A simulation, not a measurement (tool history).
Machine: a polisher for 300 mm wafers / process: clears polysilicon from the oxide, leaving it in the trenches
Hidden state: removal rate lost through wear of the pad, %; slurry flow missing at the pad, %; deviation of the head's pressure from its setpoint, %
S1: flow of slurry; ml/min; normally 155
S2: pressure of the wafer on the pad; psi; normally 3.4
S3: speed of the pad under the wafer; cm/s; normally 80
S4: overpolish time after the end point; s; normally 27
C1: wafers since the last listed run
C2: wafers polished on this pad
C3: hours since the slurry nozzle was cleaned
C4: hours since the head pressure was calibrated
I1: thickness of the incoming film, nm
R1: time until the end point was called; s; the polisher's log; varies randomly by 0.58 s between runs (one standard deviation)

run	hour	S1	S2	S3	S4	C1	C2	C3	C4	I1	R1
1	0.0	155	3.4	80	27	0	1262	273.5	928.5	491.4	31.2
# hour 47.6: head pressure recalibrated
2	192.5	155	3.4	80	27	2020	3282	466.0	144.9	478.4	34.0
3	228.8	155	3.4	80	27	385	3667	502.3	181.2	482.3	34.5
# hour 263.8: worn pad replaced by a new one
4	285.4	155	3.4	80	27	557	229	558.9	237.8	471.5	33.0
5	323.6	155	3.4	80	27	405	634	597.1	276.0	481.9	34.5
# hour 388.0: slurry nozzle cleaned
6	388.5	155	3.4	80	20	677	1312	0.5	340.9	474.4	33.4
7	414.0	155	3.4	80	20	270	1583	26.0	366.4	475.5	33.2
8	451.8	155	3.4	80	27	400	1984	63.8	404.2	475.9	32.9
9	497.6	155	3.4	80	27	485	2469	109.6	450.0	471.1	32.8
10	529.4	155	3.4	80	27	337	2807	141.4	481.8	477.7	32.4
11	575.2	125	3.4	80	27	485	3292	187.2	527.6	475.6	33.4
# hour 629.0: worn pad replaced by a new one
12	702.9	125	3.4	80	27	1312	784	314.9	655.3	482.2	33.4
13	748.4	125	3.4	80	27	482	1266	360.4	700.8	478.7	33.7
14	816.4	155	3.4	80	27	721	1988	428.4	768.8	475.8	30.5
# hour 855.7: head pressure recalibrated
15	866.4	155	3.9	80	27	509	2497	478.4	10.7	480.7	30.3
16	918.0	170	3.4	80	27	547	3044	530.0	62.3	480.0	33.5
17	973.9	155	3.9	68	27	592	3637	585.9	118.2	476.3	36.7
# hour 980.2: worn pad replaced by a new one
# hour 999.2: slurry nozzle cleaned
18	1033.7	155	3.4	80	27	581	556	34.5	178.0	489.3	34.4
19	1095.6	110	3.4	80	19	656	1213	96.4	239.9	476.8	35.0
20	1145.7	155	3.4	80	27	531	1744	146.5	290.0	478.7	33.4
21	1170.4	155	3.4	56	27	261	2006	171.2	314.7	482.0	48.0
22	1241.7	155	3.7	80	34	756	2762	242.5	386.0	482.6	32.2
23	1312.9	115	3.4	80	27	755	3517	313.7	457.2	479.0	33.8
# hour 1343.2: worn pad replaced by a new one
24	1378.5	185	4.1	68	36	653	374	379.3	522.8	488.7	33.3
25	1442.6	155	3.4	80	27	679	1054	443.4	586.9	485.0	33.3
26	1490.6	155	3.4	60	27	509	1563	491.4	634.9	476.2	42.6
27	1570.2	125	3.8	102	20	844	2408	571.0	714.5	480.6	23.2
# hour 1607.2: slurry nozzle cleaned
# hour 1655.3: worn pad replaced by a new one
28	1729.3	140	3.4	80	27	1634	784	122.1	873.6	483.1	31.7
# hour 1739.2: head pressure recalibrated
29	1753.8	155	3.7	90	27	238	1023	146.6	14.6	477.9	28.8
30	1782.1	135	3.4	66	36	300	1323	174.9	42.9	480.4	40.1

3 options for the next run, each taken on its own from the tool as it stands now. Forecast them:
A	1782.5	155	3.4	80	27	4	1327	175.3	43.3	481.6	?
B	1782.5	155	3.4	80	35	4	1327	175.3	43.3	481.6	?
C	1782.5	155	2.7	80	27	4	1327	175.3	43.3	481.6	?

run	R1
A	33.5
B	33.5
C	39.3
Without the tool's hidden state the same runs would have given:
run	R1
A	33.8
B	33.8
C	39.7

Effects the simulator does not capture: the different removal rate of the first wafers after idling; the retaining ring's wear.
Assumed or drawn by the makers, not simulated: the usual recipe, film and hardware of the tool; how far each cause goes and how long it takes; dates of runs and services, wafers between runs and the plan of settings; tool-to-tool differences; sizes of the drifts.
